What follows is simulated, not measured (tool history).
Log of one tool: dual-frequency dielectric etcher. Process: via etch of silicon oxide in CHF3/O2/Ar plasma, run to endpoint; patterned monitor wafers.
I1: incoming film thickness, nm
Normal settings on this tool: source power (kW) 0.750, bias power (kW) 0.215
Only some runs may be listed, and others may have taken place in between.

Run 1, hour 0.0: usual settings; I1 548.6. Result: endpoint time (s) 241.9.
Run 2, hour 31.1: usual settings but bias power (kW) 0.233; I1 541.5. Result: endpoint time (s) 227.8.
Run 3, hour 67.1: usual settings but source power (kW) 0.860; I1 550.1. Result: endpoint time (s) 221.9.
Run 4, hour 84.6: usual settings; I1 545.8. Result: endpoint time (s) 239.2.
Run 5, hour 114.1: usual settings; I1 549.0. Result: endpoint time (s) 240.0.
Run 6, hour 146.1: usual settings but bias power (kW) 0.244; I1 546.4. Result: endpoint time (s) 221.8.
Run 7, hour 180.1: usual settings; I1 546.8. Result: endpoint time (s) 240.2.
Run 8, hour 200.3: usual settings; I1 545.5. Result: endpoint time (s) 237.9.
Run 9, hour 225.3: usual settings but bias power (kW) 0.243; I1 545.1. Result: endpoint time (s) 223.3.
Run 10, hour 246.4: usual settings but bias power (kW) 0.243; I1 545.8. Result: endpoint time (s) 222.5.
Run 11, hour 264.2: usual settings but bias power (kW) 0.179; I1 550.1. Result: endpoint time (s) 267.7.
At hour 292.0: wet clean of the chamber.
Run 12, hour 294.5: usual settings but bias power (kW) 0.179; I1 550.7. Result: endpoint time (s) 268.6.
Run 13, hour 312.7: usual settings but source power (kW) 0.700; I1 543.2. Result: endpoint time (s) 246.5.
Run 14, hour 331.1: usual settings; I1 545.9. Result: endpoint time (s) 239.6.
At hour 377.6: bias power generator calibrated.
At hour 393.1: upper electrode replaced.
Run 15, hour 417.1: usual settings but source power (kW) 0.930; I1 547.0. Result: endpoint time (s) 210.4.
Run 16, hour 459.0: usual settings but source power (kW) 0.830, bias power (kW) 0.183; I1 547.7. Result: endpoint time (s) 246.3.
At hour 484.6: source power generator calibrated.
Run 17, hour 493.4: usual settings; I1 548.1. Result: endpoint time (s) 239.8.
Run 18, hour 527.2: usual settings but bias power (kW) 0.261; I1 546.0. Result: endpoint time (s) 215.8.
Run 19, hour 558.2: usual settings but source power (kW) 0.680; I1 547.3. Result: endpoint time (s) 256.0.
Run 20, hour 590.7: usual settings; I1 540.5. Result: endpoint time (s) 236.6.
At hour 631.8: wet clean of the chamber.
Run 21, hour 632.3: usual settings; I1 547.5. Result: endpoint time (s) 239.8.
Run 22, hour 635.5: usual settings but source power (kW) 0.810; I1 543.5. Result: endpoint time (s) 226.3.
Run 23, hour 658.2: usual settings but source power (kW) 0.620, bias power (kW) 0.198; I1 545.1. Result: endpoint time (s) 282.9.
Run 24, hour 676.4: usual settings but source power (kW) 0.900, bias power (kW) 0.173; I1 543.9. Result: endpoint time (s) 242.4.

Each row is a separate what-if for the run after 24, all from the same tool condition, not one after another. Results?
Run A, hour 676.9: usual settings but bias power (kW) 0.242; I1 544.0. Result: endpoint time (s) ?.
Run B, hour 676.9: usual settings but bias power (kW) 0.182; I1 544.0. Result: endpoint time (s) ?.
Run C, hour 676.9: usual settings but source power (kW) 0.640, bias power (kW) 0.188; I1 544.0. Result: endpoint time (s) ?.

run  endpoint time (s)
  A              223.0
  B              261.0
  C              283.9
Without the tool's hidden state the same runs would have given:
run  endpoint time (s)
  A              223.0
  B              261.0
  C              283.9
